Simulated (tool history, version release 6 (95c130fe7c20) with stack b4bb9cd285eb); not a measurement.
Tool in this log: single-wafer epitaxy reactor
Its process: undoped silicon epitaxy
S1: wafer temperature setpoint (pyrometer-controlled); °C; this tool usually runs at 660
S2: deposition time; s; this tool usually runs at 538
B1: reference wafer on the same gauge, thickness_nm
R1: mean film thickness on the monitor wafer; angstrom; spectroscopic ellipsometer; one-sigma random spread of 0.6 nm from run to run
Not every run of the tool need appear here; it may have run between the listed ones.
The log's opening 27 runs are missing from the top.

| run | hour | S1 | S2 | B1 | R1 |
|---|---|---|---|---|---|
| 28 | 621.4 | 660 | 538 | 114.900 | 1130.63 |
| 29 | 650.7 | 660 | 538 | 115.150 | 1134.02 |
|  | 676.7 | pyrometer calibrated |
| 30 | 677.2 | 660 | 538 | 114.994 | 1058.60 |
| 31 | 708.6 | 647 | 500 | 114.955 | 738.35 |
| 32 | 744.2 | 660 | 538 | 114.993 | 1063.00 |
| 33 | 761.1 | 667 | 631 | 114.863 | 1470.77 |
| 34 | 780.8 | 652 | 538 | 114.974 | 886.84 |
| 35 | 803.9 | 649 | 584 | 114.986 | 907.08 |
| 36 | 822.8 | 646 | 497 | 115.195 | 710.12 |

Expected results for the next run?
| 37 | 845.4 | 650 | 433 | ? | ? |

{"run 37": {"B1": 114.829, "R1": 687.01}}
Without the tool's hidden state the same run would have given R1 681.92 angstrom.
